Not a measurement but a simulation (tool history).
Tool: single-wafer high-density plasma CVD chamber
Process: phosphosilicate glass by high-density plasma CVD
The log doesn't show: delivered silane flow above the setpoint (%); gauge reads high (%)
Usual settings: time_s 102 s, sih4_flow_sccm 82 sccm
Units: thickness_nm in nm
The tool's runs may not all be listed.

run,hour,time_s,sih4_flow_sccm,wafers since the last listed run,hours since the silane flow controller was replaced,hours since the gauge calibration,"read-back reference wafer on the same gauge, thickness_nm",thickness_nm
1,0,102,94,0,4329.6,515.7,762.981,1022.195
2,65.4,102,94,468,4395,581.1,762.58,1026.202
3,118.3,110,90,378,4447.9,634,762.729,1062.632
4,156.9,110,90,276,4486.5,672.6,762.425,1061.477
5,236.8,110,90,572,4566.4,752.5,763.142,1058.74
6,337.6,102,82,722,4667.2,853.3,763.136,895.343
# hour 413.3: gauge calibrated
7,427.3,102,82,642,4756.9,14,763.15,895.813
8,493.8,116,75,476,4823.4,80.5,763.308,929.642
9,599.7,93,76,758,4929.3,186.4,763.423,756.701
# hour 633.6: silane flow controller replaced
10,641.6,87,82,242,8,228.3,763.203,761.723
11,709.5,117,98,486,75.9,296.2,762.765,1228.428
12,808.3,90,73,707,174.7,395,763.355,701.616
13,874.3,117,98,472,240.7,461,763.125,1226.207
14,975.6,84,75,725,342,562.3,763.182,672.602

4 ways to go on from here, each from the tool as it stands after run 14. What would each give?
A,976,82,82,2,342.4,562.7,?,?
B,976,87,74,2,342.4,562.7,?,?
C,976,116,94,2,342.4,562.7,?,?
D,976,86,94,2,342.4,562.7,?,?

run,"read-back reference wafer on the same gauge, thickness_nm",thickness_nm
A,762.98,718.829
B,762.98,688.254
C,762.98,1165.691
D,762.98,864.22
Without the tool's hidden state the same runs would have given:
run,thickness_nm
A,718.829
B,688.254
C,1165.691
D,864.22
